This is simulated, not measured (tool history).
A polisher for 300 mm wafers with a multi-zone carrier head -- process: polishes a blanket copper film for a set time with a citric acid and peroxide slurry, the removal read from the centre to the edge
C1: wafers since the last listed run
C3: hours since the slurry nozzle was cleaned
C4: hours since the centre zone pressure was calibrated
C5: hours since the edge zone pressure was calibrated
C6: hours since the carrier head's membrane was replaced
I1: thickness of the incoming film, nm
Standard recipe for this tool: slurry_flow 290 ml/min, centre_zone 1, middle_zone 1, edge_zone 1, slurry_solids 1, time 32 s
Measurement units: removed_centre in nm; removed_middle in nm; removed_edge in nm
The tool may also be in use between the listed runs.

{"run": 1, "hour": 0.0, "slurry_flow": 290, "centre_zone": 1, "middle_zone": 1, "edge_zone": 1, "slurry_solids": 1, "time": 32, "C1": 0, "wafers polished on this pad": 715, "C3": 28.6, "C4": 657.5, "C5": 53.3, "C6": 1099.3, "I1": 603.5, "removed_centre": 44, "removed_middle": 44.1, "removed_edge": 44.7}
{"run": 2, "hour": 32.8, "slurry_flow": 290, "centre_zone": 1, "middle_zone": 1, "edge_zone": 1, "slurry_solids": 1, "time": 32, "C1": 449, "wafers polished on this pad": 1165, "C3": 61.4, "C4": 690.3, "C5": 86.1, "C6": 1132.1, "I1": 591.6, "removed_centre": 44.2, "removed_middle": 45.3, "removed_edge": 44.7}
{"hour": 44.0, "done": "centre zone pressure recalibrated"}
{"run": 3, "hour": 51.2, "slurry_flow": 290, "centre_zone": 1, "middle_zone": 1, "edge_zone": 1, "slurry_solids": 1, "time": 32, "C1": 224, "wafers polished on this pad": 1389, "C3": 79.8, "C4": 7.2, "C5": 104.5, "C6": 1150.5, "I1": 606.5, "removed_centre": 43.5, "removed_middle": 44.6, "removed_edge": 43.3}
{"run": 4, "hour": 71.9, "slurry_flow": 290, "centre_zone": 1.1, "middle_zone": 1.05, "edge_zone": 1, "slurry_solids": 1, "time": 39, "C1": 283, "wafers polished on this pad": 1673, "C3": 100.5, "C4": 27.9, "C5": 125.2, "C6": 1171.2, "I1": 607.2, "removed_centre": 55.7, "removed_middle": 55.1, "removed_edge": 53.1}
{"run": 5, "hour": 88.7, "slurry_flow": 290, "centre_zone": 1, "middle_zone": 1, "edge_zone": 1, "slurry_solids": 0.85, "time": 32, "C1": 230, "wafers polished on this pad": 1903, "C3": 117.3, "C4": 44.7, "C5": 142, "C6": 1188, "I1": 597.6, "removed_centre": 40.9, "removed_middle": 42.3, "removed_edge": 41.8}
{"run": 6, "hour": 111.1, "slurry_flow": 290, "centre_zone": 0.95, "middle_zone": 1, "edge_zone": 1, "slurry_solids": 1, "time": 23, "C1": 306, "wafers polished on this pad": 2210, "C3": 139.7, "C4": 67.1, "C5": 164.4, "C6": 1210.4, "I1": 613.3, "removed_centre": 28.2, "removed_middle": 29.7, "removed_edge": 29.7}
{"hour": 126.1, "done": "worn pad replaced by a new one"}
{"run": 7, "hour": 139.8, "slurry_flow": 290, "centre_zone": 1, "middle_zone": 1, "edge_zone": 1, "slurry_solids": 1, "time": 32, "C1": 338, "wafers polished on this pad": 187, "C3": 168.4, "C4": 95.8, "C5": 193.1, "C6": 1239.1, "I1": 611.5, "removed_centre": 45.6, "removed_middle": 46.6, "removed_edge": 46.2}
{"hour": 172.2, "done": "slurry nozzle cleaned"}
{"run": 8, "hour": 190.2, "slurry_flow": 350, "centre_zone": 0.9, "middle_zone": 1, "edge_zone": 1, "slurry_solids": 1, "time": 23, "C1": 676, "wafers polished on this pad": 864, "C3": 18, "C4": 146.2, "C5": 243.5, "C6": 1289.5, "I1": 602.2, "removed_centre": 30.1, "removed_middle": 32.6, "removed_edge": 32.9}
{"run": 9, "hour": 206.9, "slurry_flow": 290, "centre_zone": 1, "middle_zone": 0.92, "edge_zone": 1, "slurry_solids": 1, "time": 40, "C1": 228, "wafers polished on this pad": 1093, "C3": 34.7, "C4": 162.9, "C5": 260.2, "C6": 1306.2, "I1": 605.5, "removed_centre": 55.3, "removed_middle": 52.2, "removed_edge": 56.1}
{"run": 10, "hour": 238.4, "slurry_flow": 235, "centre_zone": 1, "middle_zone": 1, "edge_zone": 1, "slurry_solids": 1, "time": 32, "C1": 431, "wafers polished on this pad": 1525, "C3": 66.2, "C4": 194.4, "C5": 291.7, "C6": 1337.7, "I1": 599.3, "removed_centre": 44.2, "removed_middle": 43.2, "removed_edge": 43.5}
{"run": 11, "hour": 273.3, "slurry_flow": 290, "centre_zone": 1, "middle_zone": 1, "edge_zone": 1, "slurry_solids": 1, "time": 29, "C1": 478, "wafers polished on this pad": 2003, "C3": 101.1, "C4": 229.3, "C5": 326.6, "C6": 1372.6, "I1": 597.8, "removed_centre": 37.6, "removed_middle": 39.5, "removed_edge": 38.6}
{"run": 12, "hour": 288.2, "slurry_flow": 290, "centre_zone": 1, "middle_zone": 1.1, "edge_zone": 1, "slurry_solids": 1, "time": 32, "C1": 204, "wafers polished on this pad": 2207, "C3": 116, "C4": 244.2, "C5": 341.5, "C6": 1387.5, "I1": 597.4, "removed_centre": 42.2, "removed_middle": 46.1, "removed_edge": 42}
{"run": 13, "hour": 314.2, "slurry_flow": 290, "centre_zone": 1, "middle_zone": 1, "edge_zone": 1, "slurry_solids": 1.25, "time": 32, "C1": 356, "wafers polished on this pad": 2563, "C3": 142, "C4": 270.2, "C5": 367.5, "C6": 1413.5, "I1": 602.9, "removed_centre": 42.6, "removed_middle": 43.7, "removed_edge": 42.7}
{"hour": 330.8, "done": "worn pad replaced by a new one"}
{"hour": 336.5, "done": "carrier head's membrane replaced by a new one"}
{"run": 14, "hour": 345.5, "slurry_flow": 290, "centre_zone": 1.07, "middle_zone": 0.95, "edge_zone": 1, "slurry_solids": 1, "time": 32, "C1": 305, "wafers polished on this pad": 132, "C3": 173.3, "C4": 301.5, "C5": 398.8, "C6": 9, "I1": 597.2, "removed_centre": 47.2, "removed_middle": 44.7, "removed_edge": 46}
{"run": 15, "hour": 359.0, "slurry_flow": 290, "centre_zone": 1, "middle_zone": 1, "edge_zone": 1, "slurry_solids": 1, "time": 43, "C1": 184, "wafers polished on this pad": 317, "C3": 186.8, "C4": 315, "C5": 412.3, "C6": 22.5, "I1": 604, "removed_centre": 60.4, "removed_middle": 60.4, "removed_edge": 61.5}
{"run": 16, "hour": 392.6, "slurry_flow": 290, "centre_zone": 1, "middle_zone": 1, "edge_zone": 0.94, "slurry_solids": 1.1, "time": 27, "C1": 460, "wafers polished on this pad": 777, "C3": 220.4, "C4": 348.6, "C5": 445.9, "C6": 56.1, "I1": 608.1, "removed_centre": 38.8, "removed_middle": 39.3, "removed_edge": 38}
{"hour": 394.6, "done": "slurry nozzle cleaned"}
{"run": 17, "hour": 406.4, "slurry_flow": 375, "centre_zone": 1.09, "middle_zone": 0.9, "edge_zone": 1, "slurry_solids": 1, "time": 38, "C1": 175, "wafers polished on this pad": 953, "C3": 11.8, "C4": 362.4, "C5": 459.7, "C6": 69.9, "I1": 601.5, "removed_centre": 58.1, "removed_middle": 51, "removed_edge": 53.8}
{"run": 18, "hour": 426.7, "slurry_flow": 290, "centre_zone": 1, "middle_zone": 1, "edge_zone": 1, "slurry_solids": 1, "time": 32, "C1": 278, "wafers polished on this pad": 1231, "C3": 32.1, "C4": 382.7, "C5": 480, "C6": 90.2, "I1": 610.4, "removed_centre": 44.3, "removed_middle": 44.4, "removed_edge": 45.1}
{"run": 19, "hour": 439.0, "slurry_flow": 290, "centre_zone": 1, "middle_zone": 1, "edge_zone": 1, "slurry_solids": 1, "time": 32, "C1": 168, "wafers polished on this pad": 1399, "C3": 44.4, "C4": 395, "C5": 492.3, "C6": 102.5, "I1": 596.2, "removed_centre": 43.2, "removed_middle": 44.9, "removed_edge": 44.3}
{"run": 20, "hour": 458.8, "slurry_flow": 290, "centre_zone": 1, "middle_zone": 0.89, "edge_zone": 0.97, "slurry_solids": 1, "time": 36, "C1": 271, "wafers polished on this pad": 1671, "C3": 64.2, "C4": 414.8, "C5": 512.1, "C6": 122.3, "I1": 611.2, "removed_centre": 48.1, "removed_middle": 45.3, "removed_edge": 48.4}
{"run": 21, "hour": 476.2, "slurry_flow": 290, "centre_zone": 1, "middle_zone": 1, "edge_zone": 0.93, "slurry_solids": 1, "time": 32, "C1": 238, "wafers polished on this pad": 1909, "C3": 81.6, "C4": 432.2, "C5": 529.5, "C6": 139.7, "I1": 598.5, "removed_centre": 43.2, "removed_middle": 42.7, "removed_edge": 41.9}
{"hour": 503.5, "done": "worn pad replaced by a new one"}
{"run": 22, "hour": 532.8, "slurry_flow": 290, "centre_zone": 1, "middle_zone": 1, "edge_zone": 1, "slurry_solids": 1, "time": 28, "C1": 720, "wafers polished on this pad": 400, "C3": 138.2, "C4": 488.8, "C5": 586.1, "C6": 196.3, "I1": 597.9, "removed_centre": 38.9, "removed_middle": 40.1, "removed_edge": 38.7}

The logged runs with the hidden state left out (each run's random variation unchanged):
Hidden state present: removal rate lost through wear of the pad, %; slurry flow missing at the pad, %; deviation of the centre zone's pressure from its setpoint, %; deviation of the edge zone's pressure from its setpoint, %.
run=1 removed_centre=45 removed_middle=45.1 removed_edge=45.8
run=2 removed_centre=45.8 removed_middle=47 removed_edge=46.4
run=3 removed_centre=45.6 removed_middle=46.7 removed_edge=45.4
run=4 removed_centre=59.2 removed_middle=58.6 removed_edge=56.5
run=5 removed_centre=44.1 removed_middle=45.6 removed_edge=45.1
run=6 removed_centre=31 removed_middle=32.8 removed_edge=32.7
run=7 removed_centre=45.7 removed_middle=46.6 removed_edge=46.2
run=8 removed_centre=30.5 removed_middle=33 removed_edge=33.3
run=9 removed_centre=56.4 removed_middle=53.2 removed_edge=57.2
run=10 removed_centre=45.8 removed_middle=44.8 removed_edge=45.1
run=11 removed_centre=40 removed_middle=42.1 removed_edge=41.1
run=12 removed_centre=45.6 removed_middle=49.8 removed_edge=45.4
run=13 removed_centre=47.4 removed_middle=48.6 removed_edge=47.5
run=14 removed_centre=47.3 removed_middle=44.8 removed_edge=46.1
run=15 removed_centre=60.6 removed_middle=60.6 removed_edge=61.8
run=16 removed_centre=39.3 removed_middle=39.8 removed_edge=38.5
run=17 removed_centre=59.1 removed_middle=51.9 removed_edge=54.8
run=18 removed_centre=45.5 removed_middle=45.6 removed_edge=46.4
run=19 removed_centre=44.7 removed_middle=46.6 removed_edge=45.9
run=20 removed_centre=50.5 removed_middle=47.6 removed_edge=50.8
run=21 removed_centre=46.1 removed_middle=45.5 removed_edge=44.6
run=22 removed_centre=39.2 removed_middle=40.5 removed_edge=39

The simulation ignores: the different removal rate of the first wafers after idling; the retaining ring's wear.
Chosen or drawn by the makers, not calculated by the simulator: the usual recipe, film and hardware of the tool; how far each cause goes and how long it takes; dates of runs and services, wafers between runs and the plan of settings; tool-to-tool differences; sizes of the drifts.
